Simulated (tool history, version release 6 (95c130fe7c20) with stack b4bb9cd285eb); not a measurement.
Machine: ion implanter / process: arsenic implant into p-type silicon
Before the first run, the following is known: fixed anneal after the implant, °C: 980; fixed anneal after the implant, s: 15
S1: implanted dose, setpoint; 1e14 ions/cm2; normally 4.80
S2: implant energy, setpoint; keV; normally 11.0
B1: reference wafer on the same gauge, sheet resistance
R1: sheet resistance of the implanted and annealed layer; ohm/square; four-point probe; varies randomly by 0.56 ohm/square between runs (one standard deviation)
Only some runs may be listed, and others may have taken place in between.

run	hour	S1	S2	B1	R1
1	0.0	4.46	12.5	248.80	244.26
2	46.8	4.80	11.0	249.07	236.99
3	63.9	4.80	11.0	248.98	236.39
4	82.7	4.80	11.0	249.01	237.26
5	113.8	4.80	11.0	248.88	236.19
6	129.1	3.94	13.0	249.00	264.11
# hour 142.8: gauge calibrated
7	150.3	3.94	13.0	249.01	264.95
8	169.9	4.80	11.0	249.06	236.53
9	183.3	4.80	10.0	248.94	238.51
10	213.3	3.51	14.0	248.99	284.18
11	245.2	4.80	11.0	249.24	235.96
# hour 258.9: extraction supply calibrated
12	271.7	4.06	14.0	248.84	256.63
# hour 290.9: Faraday cup replaced and dose calibrated
13	291.4	5.20	7.5	249.00	245.70
14	319.7	4.80	14.0	249.09	235.93
15	333.5	4.80	11.0	248.85	242.55
16	348.4	4.80	11.0	248.97	243.15
17	363.4	4.09	11.0	249.04	270.87
18	376.6	5.22	14.5	249.07	221.24

Here are 5 independent what-if runs from the current tool condition. What would each one return?
A	377.0	4.80	11.0	?	?
B	377.0	3.66	14.0	?	?
C	377.0	3.36	11.0	?	?
D	377.0	4.37	11.0	?	?
E	377.0	4.36	12.0	?	?

run	B1	R1
A	249.04	242.13
B	249.04	284.11
C	249.04	311.83
D	249.04	257.74
E	249.04	255.31
Had the tool no hidden state, the same runs would have come out as:
run	R1
A	243.61
B	286.11
C	314.05
D	259.42
E	256.98
